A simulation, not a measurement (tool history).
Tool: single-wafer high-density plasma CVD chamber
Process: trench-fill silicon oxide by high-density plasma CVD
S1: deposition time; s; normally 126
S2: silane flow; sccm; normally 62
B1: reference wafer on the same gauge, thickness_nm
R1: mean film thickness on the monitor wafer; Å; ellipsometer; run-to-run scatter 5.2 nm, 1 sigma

| run | hour | S1 | S2 | B1 | R1 |
|---|---|---|---|---|---|
| 1 | 0 | 126 | 62 | 786.05 | 8801.54 |
| 2 | 83.2 | 126 | 62 | 784.726 | 8777.51 |
| 3 | 101.9 | 126 | 62 | 785.336 | 8752.24 |
| 4 | 125.1 | 126 | 62 | 784.543 | 8827.49 |
| 5 | 139.2 | 126 | 59 | 783.797 | 8387.79 |
| 6 | 174.7 | 126 | 59 | 787.31 | 8487.06 |
| 7 | 208.7 | 126 | 59 | 784.241 | 8531.55 |
| 8 | 244.2 | 138 | 67 | 784.659 | 10165.16 |
|  | 258 | gauge calibrated |
| 9 | 263.7 | 116 | 62 | 785.995 | 8019.21 |
| 10 | 288.7 | 116 | 62 | 785.299 | 7983.38 |
| 11 | 310.4 | 112 | 69 | 784.49 | 8416.56 |
| 12 | 338 | 112 | 69 | 784.22 | 8389.18 |
| 13 | 367.2 | 112 | 69 | 785.201 | 8323.3 |
|  | 381.6 | silane flow controller replaced |
| 14 | 382.1 | 134 | 56 | 784.446 | 8769.54 |
| 15 | 392.3 | 134 | 62 | 784.849 | 9354.88 |
| 16 | 413 | 108 | 72 | 784.579 | 8198.09 |
| 17 | 425.8 | 118 | 71 | 783.324 | 8927.27 |
| 18 | 452.1 | 126 | 55 | 783.86 | 8153.05 |
| 19 | 467.4 | 126 | 62 | 784.931 | 8753.63 |
| 20 | 503.3 | 119 | 58 | 785.794 | 7981.92 |
| 21 | 526.6 | 109 | 62 | 784.846 | 7547.99 |
| 22 | 540.3 | 109 | 62 | 786.06 | 7537.59 |
| 23 | 564.6 | 145 | 72 | 786.393 | 11107.65 |
| 24 | 586.1 | 150 | 73 | 784.005 | 11605.24 |
| 25 | 604.6 | 106 | 62 | 785.469 | 7346.07 |

Below are 5 alternative next runs, each starting from the tool's condition after run 25. Predict each:
| A | 605 | 126 | 51 | ? | ? |
| B | 605 | 149 | 58 | ? | ? |
| C | 605 | 126 | 52 | ? | ? |
| D | 605 | 136 | 68 | ? | ? |
| E | 605 | 143 | 67 | ? | ? |

| run | B1 | R1 |
|---|---|---|
| A | 784.516 | 7780.58 |
| B | 784.516 | 9966.78 |
| C | 784.516 | 7873.11 |
| D | 784.516 | 10095.92 |
| E | 784.516 | 10510.55 |
Without the tool's hidden state the same runs would have given:
| run | R1 |
|---|---|
| A | 7780.58 |
| B | 9966.78 |
| C | 7873.11 |
| D | 10095.92 |
| E | 10510.55 |
